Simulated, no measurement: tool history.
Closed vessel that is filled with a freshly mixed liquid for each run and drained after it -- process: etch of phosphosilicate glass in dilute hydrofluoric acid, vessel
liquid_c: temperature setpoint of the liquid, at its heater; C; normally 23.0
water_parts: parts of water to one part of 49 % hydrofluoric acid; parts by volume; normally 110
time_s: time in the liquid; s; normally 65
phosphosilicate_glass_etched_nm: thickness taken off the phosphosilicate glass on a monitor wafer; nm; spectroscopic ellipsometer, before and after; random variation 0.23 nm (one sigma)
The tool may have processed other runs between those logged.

run,hour,liquid_c,water_parts,time_s,wafers since the last listed run,hours since the thermometer was replaced,hours since the hydrofluoric acid flow meter was replaced,hours since the gauge calibration,"read-back film thickness of the phosphosilicate glass reference wafer, read on the same gauge (nm)",phosphosilicate_glass_etched_nm
1,0.0,23.0,110,65,0,138.7,664.6,2336.0,30.01,33.04
2,62.1,23.0,110,65,5291,200.8,726.7,2398.1,30.04,32.83
3,169.3,23.0,110,65,9134,308.0,833.9,2505.3,29.98,32.52
4,246.0,23.0,110,65,6535,384.7,910.6,2582.0,30.00,32.08
5,312.1,23.0,110,65,5632,450.8,976.7,2648.1,30.01,32.31
6,365.6,23.0,110,65,4558,504.3,1030.2,2701.6,30.01,31.54
7,479.0,23.0,110,65,9662,617.7,1143.6,2815.0,30.01,31.55
8,522.9,23.0,110,80,3740,661.6,1187.5,2858.9,29.97,38.33
9,606.5,23.0,110,80,7123,745.2,1271.1,2942.5,29.99,38.33
# hour 644.8: thermometer replaced
10,699.1,23.0,110,65,7804,54.3,1363.7,3035.1,30.01,32.97
11,804.5,23.0,110,65,8980,159.7,1469.1,3140.5,30.00,32.48
12,897.6,23.0,110,65,7932,252.8,1562.2,3233.6,30.03,32.10
13,949.6,20.0,90,80,4430,304.8,1614.2,3285.6,30.01,43.86
14,1041.8,26.0,150,35,7856,397.0,1706.4,3377.8,29.99,13.45
15,1139.8,27.0,70,90,8350,495.0,1804.4,3475.8,30.00,84.97
16,1228.5,23.0,110,105,7557,583.7,1893.1,3564.5,30.02,50.53
# hour 1276.3: gauge calibrated
# hour 1336.5: hydrofluoric acid flow meter replaced
17,1480.2,23.0,110,65,21361,835.4,143.7,203.9,29.99,31.78
18,1531.5,23.0,135,65,4371,886.7,195.0,255.2,30.01,24.90
# hour 1575.5: thermometer replaced
19,1589.2,18.0,60,65,4831,13.7,252.7,312.9,30.03,54.23
20,1694.6,20.0,65,50,8980,119.1,358.1,418.3,30.04,40.54
21,1753.7,23.0,110,65,5035,178.2,417.2,477.4,29.99,33.39
22,1811.9,23.0,110,65,4959,236.4,475.4,535.6,30.00,33.61
23,1859.6,28.0,130,30,4064,284.1,523.1,583.3,29.98,15.24
24,1922.0,23.0,65,45,5316,346.5,585.5,645.7,30.03,40.52
25,2004.6,18.5,55,100,7038,429.1,668.1,728.3,30.01,88.89
26,2076.3,24.5,145,85,6109,500.8,739.8,800.0,30.00,32.85
27,2150.0,26.0,150,35,6279,574.5,813.5,873.7,30.00,13.46
28,2215.4,28.0,110,65,5572,639.9,878.9,939.1,30.00,38.98
29,2254.5,26.5,140,100,3331,679.0,918.0,978.2,30.01,42.32
# hour 2424.7: thermometer replaced
30,2469.6,23.0,110,90,18242,44.9,1133.1,1193.3,30.00,45.78
31,2548.3,25.0,140,40,6705,123.6,1211.8,1272.0,30.01,16.63

5 options for the next run, each taken on its own from the tool as it stands now. Forecast them:
A,2549.0,20.0,110,65,59,124.3,1212.5,1272.7,?,?
B,2549.0,20.0,130,65,59,124.3,1212.5,1272.7,?,?
C,2549.0,26.5,85,55,59,124.3,1212.5,1272.7,?,?
D,2549.0,20.5,110,65,59,124.3,1212.5,1272.7,?,?
E,2549.0,23.0,60,65,59,124.3,1212.5,1272.7,?,?

run,"read-back film thickness of the phosphosilicate glass reference wafer, read on the same gauge (nm)",phosphosilicate_glass_etched_nm
A,30.01,29.10
B,30.01,24.09
C,30.01,42.64
D,30.01,29.70
E,30.01,64.08
Without the tool's hidden state the same runs would have given:
run,phosphosilicate_glass_etched_nm
A,30.60
B,25.34
C,44.78
D,31.23
E,67.30

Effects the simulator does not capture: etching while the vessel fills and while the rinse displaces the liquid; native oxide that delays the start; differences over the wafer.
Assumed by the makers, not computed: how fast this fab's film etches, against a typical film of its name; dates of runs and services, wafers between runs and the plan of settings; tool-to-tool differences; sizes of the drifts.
